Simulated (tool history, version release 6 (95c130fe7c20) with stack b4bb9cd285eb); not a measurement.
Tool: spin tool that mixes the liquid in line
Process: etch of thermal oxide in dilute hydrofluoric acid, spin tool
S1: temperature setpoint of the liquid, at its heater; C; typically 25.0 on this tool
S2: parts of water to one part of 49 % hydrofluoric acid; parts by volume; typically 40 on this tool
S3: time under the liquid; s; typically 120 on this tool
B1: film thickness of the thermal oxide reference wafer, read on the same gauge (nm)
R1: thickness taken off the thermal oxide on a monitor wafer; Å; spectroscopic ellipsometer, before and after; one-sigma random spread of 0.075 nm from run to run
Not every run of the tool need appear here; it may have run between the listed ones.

| run | hour | S1 | S2 | S3 | B1 | R1 |
|---|---|---|---|---|---|---|
| 1 | 0.0 | 25.0 | 40 | 120 | 50.02 | 144.7 |
| 2 | 35.3 | 25.0 | 40 | 120 | 50.03 | 143.9 |
| 3 | 51.1 | 28.5 | 40 | 170 | 49.96 | 239.1 |
| 4 | 70.9 | 28.5 | 40 | 170 | 50.02 | 235.4 |
| 5 | 102.4 | 25.0 | 55 | 120 | 50.00 | 102.6 |
| 6 | 133.0 | 25.0 | 55 | 120 | 49.99 | 103.1 |
| 7 | 145.3 | 25.0 | 40 | 120 | 50.00 | 144.4 |
| 8 | 169.5 | 26.5 | 40 | 120 | 50.02 | 153.0 |
| 9 | 203.5 | 26.5 | 40 | 120 | 50.02 | 153.0 |
|  | 219.0 | hydrofluoric acid flow meter replaced |
|  | 224.0 | thermometer replaced |
| 10 | 230.9 | 26.5 | 40 | 120 | 49.99 | 172.0 |
| 11 | 260.5 | 22.0 | 40 | 120 | 49.99 | 142.6 |
| 12 | 275.4 | 26.5 | 55 | 180 | 50.01 | 181.6 |
| 13 | 304.2 | 28.0 | 55 | 190 | 49.96 | 205.5 |
| 14 | 332.2 | 22.0 | 40 | 165 | 49.97 | 194.6 |
| 15 | 367.8 | 27.5 | 35 | 85 | 50.02 | 145.1 |
|  | 382.3 | gauge calibrated |
| 16 | 383.2 | 25.0 | 55 | 120 | 49.99 | 114.2 |
| 17 | 415.8 | 25.0 | 60 | 120 | 49.98 | 103.0 |
| 18 | 443.5 | 25.0 | 40 | 120 | 50.02 | 160.4 |
| 19 | 472.8 | 26.5 | 30 | 145 | 50.01 | 276.8 |
| 20 | 504.6 | 25.0 | 40 | 120 | 49.97 | 158.6 |
| 21 | 524.1 | 26.5 | 55 | 120 | 49.96 | 121.0 |
| 22 | 536.4 | 25.0 | 40 | 75 | 49.97 | 99.0 |
| 23 | 571.6 | 25.0 | 40 | 120 | 50.03 | 159.7 |

Forecast each of these 3 alternatives for the next run:
| A | 572.0 | 25.0 | 40 | 120 | ? | ? |
| B | 572.0 | 25.0 | 35 | 120 | ? | ? |
| C | 572.0 | 27.0 | 20 | 120 | ? | ? |

| run | B1 | R1 |
|---|---|---|
| A | 50.01 | 159.2 |
| B | 50.01 | 183.2 |
| C | 50.01 | 355.7 |
Take away the tool's hidden state, keep each run's random variation, and the runs would have read:
| run | R1 |
|---|---|
| A | 161.7 |
| B | 186.1 |
| C | 361.3 |

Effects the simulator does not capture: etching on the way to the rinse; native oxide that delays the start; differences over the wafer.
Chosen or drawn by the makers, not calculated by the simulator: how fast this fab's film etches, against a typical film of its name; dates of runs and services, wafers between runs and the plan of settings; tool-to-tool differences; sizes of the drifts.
